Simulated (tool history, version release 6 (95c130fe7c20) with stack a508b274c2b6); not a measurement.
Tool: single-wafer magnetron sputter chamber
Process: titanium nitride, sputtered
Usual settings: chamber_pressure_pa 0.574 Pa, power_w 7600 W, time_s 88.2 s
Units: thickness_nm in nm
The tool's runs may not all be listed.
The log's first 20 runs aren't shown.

| run | hour | chamber_pressure_pa | power_w | time_s | read-back reference wafer on the same gauge, thickness_nm | thickness_nm |
|---|---|---|---|---|---|---|
| 21 | 294.7 | 0.773 | 6300 | 101.1 | 90.94 | 94.069 |
| 22 | 302.3 | 0.8 | 9400 | 76.1 | 90.957 | 96.023 |
| 23 | 314.4 | 0.68 | 6900 | 80.6 | 91.238 | 81.492 |
| 24 | 323 | 0.574 | 8450 | 75.3 | 91.058 | 91.67 |
|  | 346.2 | sputter target and shields replaced, repeated, since the last time left the tool worse |
|  | 347.8 | capacitance manometer re-zeroed and calibrated |
| 25 | 348.3 | 0.413 | 8150 | 88.2 | 90.956 | 120.38 |
| 26 | 376.2 | 0.574 | 7600 | 88.2 | 91.091 | 108.307 |
| 27 | 383 | 0.574 | 7600 | 88.2 | 91.039 | 107.305 |
| 28 | 398.7 | 0.791 | 7600 | 88.2 | 91.039 | 102.036 |
| 29 | 423.5 | 0.574 | 7600 | 88.2 | 90.922 | 106.566 |
| 30 | 440 | 0.415 | 6100 | 80.8 | 90.97 | 84.992 |
| 31 | 457.6 | 0.574 | 7600 | 88.2 | 90.918 | 105.265 |
| 32 | 467.5 | 0.792 | 8300 | 88.2 | 91.087 | 107.286 |
| 33 | 474.3 | 0.37 | 5700 | 72.2 | 90.946 | 72.293 |
| 34 | 483.5 | 0.471 | 7600 | 88.2 | 91.028 | 107.474 |
| 35 | 495.4 | 0.499 | 8300 | 93 | 91.197 | 120.898 |

4 ways to go on from here, each from the tool as it stands after run 35. What would each give?
| A | 495.8 | 0.574 | 7600 | 88.2 | ? | ? |
| B | 495.8 | 0.395 | 8950 | 88.2 | ? | ? |
| C | 495.8 | 0.632 | 7600 | 88.2 | ? | ? |
| D | 495.8 | 0.574 | 9450 | 97.3 | ? | ? |

| run | read-back reference wafer on the same gauge, thickness_nm | thickness_nm |
|---|---|---|
| A | 90.921 | 105.156 |
| B | 90.921 | 125.123 |
| C | 90.921 | 103.778 |
| D | 90.921 | 138.569 |
Without the tool's hidden state the same runs would have given:
| run | thickness_nm |
|---|---|
| A | 110.107 |
| B | 131.014 |
| C | 108.664 |
| D | 145.093 |
